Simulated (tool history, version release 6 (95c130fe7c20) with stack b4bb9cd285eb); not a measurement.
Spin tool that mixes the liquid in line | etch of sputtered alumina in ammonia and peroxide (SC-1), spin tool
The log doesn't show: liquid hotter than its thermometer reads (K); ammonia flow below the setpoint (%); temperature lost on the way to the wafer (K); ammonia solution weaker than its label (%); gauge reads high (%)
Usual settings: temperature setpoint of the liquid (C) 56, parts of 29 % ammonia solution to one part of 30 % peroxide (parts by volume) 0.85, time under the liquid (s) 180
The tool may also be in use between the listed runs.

run,hour,temperature setpoint of the liquid (C),parts of 29 % ammonia solution to one part of 30 % peroxide (parts by volume),time under the liquid (s),wafers since the last listed run,hours since the thermometer was replaced,hours since the ammonia flow meter was replaced,hours since the heated supply line was repaired,hours since the drum of ammonia solution was connected,hours since the gauge calibration,"read-back film thickness of the sputtered alumina reference wafer, read on the same gauge (nm)",thickness taken off the sputtered alumina on a monitor wafer (Å)
1,0,56,0.85,180,0,28.6,496.9,3508.8,154.8,584,60.62,94.4
2,46.3,56,1.15,180,227,74.9,543.2,3555.1,201.1,630.3,60.68,97.8
3,60,56,1.15,180,67,88.6,556.9,3568.8,214.8,644,60.71,96.9
4,75,56,1.1,85,73,103.6,571.9,3583.8,229.8,659,60.73,45.5
5,88.9,46.5,0.85,180,68,117.5,585.8,3597.7,243.7,672.9,60.71,56.3
6,119.8,56,0.85,180,151,148.4,616.7,3628.6,274.6,703.8,60.8,94.8
7,144.4,50,1.15,125,120,173,641.3,3653.2,299.2,728.4,60.83,48.8
8,157.7,50.5,0.85,260,65,186.3,654.6,3666.5,312.5,741.7,60.83,101.5
# hour 206.9: heated supply line repaired
9,239.3,56,1.05,180,396,267.9,736.2,32.4,394.1,823.3,60.95,96.7
# hour 252: new drum of ammonia solution connected
10,254,56,0.85,180,67,282.6,750.9,47.1,2,838,60.97,94.9
# hour 265.6: ammonia flow meter replaced
11,290.2,52,0.6,230,173,318.8,24.6,83.3,38.2,874.2,60.99,94.5
# hour 310.7: gauge calibrated
12,325.4,52.5,0.85,105,173,354,59.8,118.5,73.4,14.7,60,45.2
13,357.4,59.5,0.6,230,157,386,91.8,150.5,105.4,46.7,60.01,137.9
14,377.4,56,1.2,120,98,406,111.8,170.5,125.4,66.7,60.05,64.4
15,400.3,65,0.85,180,112,428.9,134.7,193.4,148.3,89.6,60.08,147.2
16,415.7,56,0.85,180,75,444.3,150.1,208.8,163.7,105,60.08,93.8
17,438.9,47,0.85,260,114,467.5,173.3,232,186.9,128.2,60.16,83.3
18,452.9,64,1,180,68,481.5,187.3,246,200.9,142.2,60.17,142.9
19,474.2,47,0.85,180,104,502.8,208.6,267.3,222.2,163.5,60.17,56.8
20,503.1,59.5,0.85,240,142,531.7,237.5,296.2,251.1,192.4,60.2,150.5

The next listed run, before its measurement:
21,538,56,0.55,220,171,566.6,272.4,331.1,286,227.3,?,?

Run 21 gave read-back film thickness of the sputtered alumina reference wafer, read on the same gauge (nm) 60.24, thickness taken off the sputtered alumina on a monitor wafer (Å) 110.6.
Without the tool's hidden state the same run would have given thickness taken off the sputtered alumina on a monitor wafer (Å) 110.1.
